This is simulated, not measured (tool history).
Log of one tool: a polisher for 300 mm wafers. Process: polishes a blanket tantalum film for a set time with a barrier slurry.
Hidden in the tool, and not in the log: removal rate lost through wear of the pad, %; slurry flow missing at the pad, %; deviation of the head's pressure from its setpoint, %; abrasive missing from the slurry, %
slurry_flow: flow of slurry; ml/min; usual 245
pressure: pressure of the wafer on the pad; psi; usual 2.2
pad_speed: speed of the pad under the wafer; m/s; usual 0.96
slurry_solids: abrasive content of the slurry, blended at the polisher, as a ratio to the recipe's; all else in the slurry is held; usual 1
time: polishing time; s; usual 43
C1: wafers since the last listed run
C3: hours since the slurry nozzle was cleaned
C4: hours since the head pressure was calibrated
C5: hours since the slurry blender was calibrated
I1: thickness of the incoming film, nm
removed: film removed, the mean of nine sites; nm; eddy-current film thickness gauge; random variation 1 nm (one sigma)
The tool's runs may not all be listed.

run 1 hour=0 | slurry_flow=245 pressure=2.2 pad_speed=0.96 slurry_solids=1 time=43 | C1=0 wafers_polished_on_this_pad=1160 C3=325.5 C4=920.1 C5=15.7 | I1=222.2 | removed=71.4
run 2 hour=39.3 | slurry_flow=245 pressure=2.2 pad_speed=0.96 slurry_solids=1 time=43 | C1=516 wafers_polished_on_this_pad=1676 C3=364.8 C4=959.4 C5=55 | I1=218.7 | removed=70.1
-- hour=48.4 worn pad replaced by a new one
run 3 hour=97.1 | slurry_flow=245 pressure=2.2 pad_speed=0.96 slurry_solids=1 time=43 | C1=706 wafers_polished_on_this_pad=639 C3=422.6 C4=1017.2 C5=112.8 | I1=220.7 | removed=73.1
run 4 hour=150.9 | slurry_flow=245 pressure=2.2 pad_speed=0.96 slurry_solids=1 time=43 | C1=706 wafers_polished_on_this_pad=1345 C3=476.4 C4=1071 C5=166.6 | I1=216.2 | removed=69.3
-- hour=181.8 worn pad replaced by a new one
run 5 hour=192.5 | slurry_flow=245 pressure=2.2 pad_speed=0.96 slurry_solids=1 time=43 | C1=493 wafers_polished_on_this_pad=140 C3=518 C4=1112.6 C5=208.2 | I1=216.2 | removed=74.9
run 6 hour=237.1 | slurry_flow=245 pressure=2.2 pad_speed=0.96 slurry_solids=1 time=43 | C1=585 wafers_polished_on_this_pad=725 C3=562.6 C4=1157.2 C5=252.8 | I1=224.4 | removed=70.3
run 7 hour=287.4 | slurry_flow=245 pressure=1.6 pad_speed=0.96 slurry_solids=1 time=43 | C1=660 wafers_polished_on_this_pad=1386 C3=612.9 C4=1207.5 C5=303.1 | I1=219.6 | removed=50.2
-- hour=349.6 worn pad replaced by a new one
run 8 hour=350.1 | slurry_flow=245 pressure=1.6 pad_speed=0.96 slurry_solids=1 time=43 | C1=770 wafers_polished_on_this_pad=6 C3=675.6 C4=1270.2 C5=365.8 | I1=222.3 | removed=56.2
-- hour=382.9 slurry nozzle cleaned
run 9 hour=397.6 | slurry_flow=245 pressure=2.2 pad_speed=0.96 slurry_solids=1 time=43 | C1=610 wafers_polished_on_this_pad=616 C3=14.7 C4=1317.7 C5=413.3 | I1=221.4 | removed=73.4
run 10 hour=449.5 | slurry_flow=245 pressure=2.7 pad_speed=0.96 slurry_solids=0.9 time=43 | C1=681 wafers_polished_on_this_pad=1298 C3=66.6 C4=1369.6 C5=465.2 | I1=221.5 | removed=85.3
-- hour=484.6 slurry blender recalibrated
run 11 hour=502.8 | slurry_flow=245 pressure=2.2 pad_speed=0.96 slurry_solids=1 time=43 | C1=673 wafers_polished_on_this_pad=1971 C3=119.9 C4=1422.9 C5=18.2 | I1=221.5 | removed=71.5
-- hour=517.2 worn pad replaced by a new one
-- hour=564.7 head pressure recalibrated
run 12 hour=566.9 | slurry_flow=245 pressure=2.4 pad_speed=0.96 slurry_solids=0.8 time=43 | C1=762 wafers_polished_on_this_pad=626 C3=184 C4=2.2 C5=82.3 | I1=222 | removed=71.6
run 13 hour=618.4 | slurry_flow=310 pressure=2.2 pad_speed=0.96 slurry_solids=1 time=31 | C1=676 wafers_polished_on_this_pad=1302 C3=235.5 C4=53.7 C5=133.8 | I1=220.5 | removed=52.7
run 14 hour=679.9 | slurry_flow=245 pressure=2.2 pad_speed=0.96 slurry_solids=1 time=43 | C1=807 wafers_polished_on_this_pad=2110 C3=297 C4=115.2 C5=195.3 | I1=219 | removed=70.4
-- hour=691.2 worn pad replaced by a new one
run 15 hour=738.7 | slurry_flow=190 pressure=2.2 pad_speed=0.96 slurry_solids=1 time=43 | C1=719 wafers_polished_on_this_pad=624 C3=355.8 C4=174 C5=254.1 | I1=217.6 | removed=70.7
run 16 hour=772.6 | slurry_flow=245 pressure=1.9 pad_speed=0.96 slurry_solids=0.85 time=43 | C1=445 wafers_polished_on_this_pad=1069 C3=389.7 C4=207.9 C5=288 | I1=223.8 | removed=56.4

4 ways to go on from here, each from the tool as it stands after run 16. What would each give?
run A hour=773 | slurry_flow=245 pressure=2.2 pad_speed=0.96 slurry_solids=1 time=43 | C1=5 wafers_polished_on_this_pad=1074 C3=390.1 C4=208.3 C5=288.4 | I1=223.7 | removed=?
run B hour=773 | slurry_flow=245 pressure=2.2 pad_speed=0.96 slurry_solids=1 time=52 | C1=5 wafers_polished_on_this_pad=1074 C3=390.1 C4=208.3 C5=288.4 | I1=223.7 | removed=?
run C hour=773 | slurry_flow=295 pressure=1.7 pad_speed=0.64 slurry_solids=1 time=55 | C1=5 wafers_polished_on_this_pad=1074 C3=390.1 C4=208.3 C5=288.4 | I1=223.7 | removed=?
run D hour=773 | slurry_flow=200 pressure=1.8 pad_speed=0.68 slurry_solids=1 time=37 | C1=5 wafers_polished_on_this_pad=1074 C3=390.1 C4=208.3 C5=288.4 | I1=223.7 | removed=?

run=A removed=69.8
run=B removed=84.4
run=C removed=47.1
run=D removed=33.8
Without the tool's hidden state the same runs would have given:
run=A removed=80.5
run=B removed=97.3
run=C removed=54
run=D removed=39.1

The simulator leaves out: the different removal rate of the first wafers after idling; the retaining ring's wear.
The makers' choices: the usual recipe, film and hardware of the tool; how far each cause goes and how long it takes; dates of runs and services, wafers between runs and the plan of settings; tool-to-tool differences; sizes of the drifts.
